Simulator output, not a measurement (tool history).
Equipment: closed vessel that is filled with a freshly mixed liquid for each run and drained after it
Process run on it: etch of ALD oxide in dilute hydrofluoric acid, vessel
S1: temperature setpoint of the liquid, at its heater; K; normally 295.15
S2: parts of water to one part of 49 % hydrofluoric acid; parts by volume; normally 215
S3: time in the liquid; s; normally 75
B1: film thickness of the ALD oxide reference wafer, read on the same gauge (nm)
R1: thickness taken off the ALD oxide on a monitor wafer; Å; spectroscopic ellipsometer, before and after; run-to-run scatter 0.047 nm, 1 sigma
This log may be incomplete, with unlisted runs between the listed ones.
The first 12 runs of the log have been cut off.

run 13 hour=700.7 | S1=295.15 S2=295 S3=60 | B1=140.02 | R1=48.1
run 14 hour=728.1 | S1=295.15 S2=215 S3=75 | B1=140.01 | R1=89.3
run 15 hour=798.0 | S1=295.15 S2=215 S3=75 | B1=140.00 | R1=89.5
run 16 hour=852.1 | S1=295.15 S2=215 S3=75 | B1=139.99 | R1=89.5
-- hour=854.0 thermometer replaced
run 17 hour=916.2 | S1=290.15 S2=265 S3=90 | B1=139.98 | R1=69.0
run 18 hour=964.3 | S1=293.65 S2=115 S3=60 | B1=140.00 | R1=140.4
run 19 hour=999.4 | S1=293.65 S2=115 S3=60 | B1=140.00 | R1=140.7
run 20 hour=1064.4 | S1=291.65 S2=290 S3=40 | B1=140.01 | R1=28.5
run 21 hour=1125.1 | S1=295.15 S2=215 S3=30 | B1=139.96 | R1=35.2
run 22 hour=1181.4 | S1=295.15 S2=215 S3=75 | B1=139.98 | R1=88.7
-- hour=1201.1 gauge calibrated
run 23 hour=1251.0 | S1=295.15 S2=215 S3=105 | B1=139.99 | R1=122.0
run 24 hour=1335.8 | S1=297.65 S2=215 S3=75 | B1=139.98 | R1=96.6
-- hour=1358.2 hydrofluoric acid flow meter replaced
run 25 hour=1544.1 | S1=295.15 S2=215 S3=75 | B1=139.97 | R1=91.3
run 26 hour=1581.7 | S1=295.15 S2=215 S3=75 | B1=139.99 | R1=91.1
run 27 hour=1620.6 | S1=298.65 S2=160 S3=35 | B1=139.98 | R1=69.1
run 28 hour=1682.5 | S1=295.15 S2=215 S3=75 | B1=140.01 | R1=90.5
run 29 hour=1734.6 | S1=295.15 S2=215 S3=90 | B1=140.00 | R1=109.3
run 30 hour=1769.0 | S1=292.15 S2=215 S3=75 | B1=140.05 | R1=80.2
run 31 hour=1806.6 | S1=299.65 S2=215 S3=30 | B1=139.98 | R1=42.2
-- hour=1819.0 thermometer replaced
run 32 hour=1840.8 | S1=295.15 S2=280 S3=75 | B1=140.03 | R1=64.4
run 33 hour=1894.4 | S1=293.15 S2=270 S3=75 | B1=140.00 | R1=63.2

5 options for the next run, each taken on its own from the tool as it stands now. Forecast them:
run A hour=1895.1 | S1=295.15 S2=175 S3=75 | B1=? | R1=?
run B hour=1895.1 | S1=295.15 S2=215 S3=60 | B1=? | R1=?
run C hour=1895.1 | S1=290.15 S2=215 S3=75 | B1=? | R1=?
run D hour=1895.1 | S1=295.15 S2=160 S3=90 | B1=? | R1=?
run E hour=1895.1 | S1=295.15 S2=150 S3=35 | B1=? | R1=?

run=A B1=139.99 R1=115.7
run=B B1=139.99 R1=72.3
run=C B1=139.99 R1=74.5
run=D B1=139.99 R1=154.4
run=E B1=139.99 R1=64.8
Without the tool's unlogged condition, the same runs would have read:
run=A R1=118.4
run=B R1=74.0
run=C R1=76.3
run=D R1=157.9
run=E R1=66.2
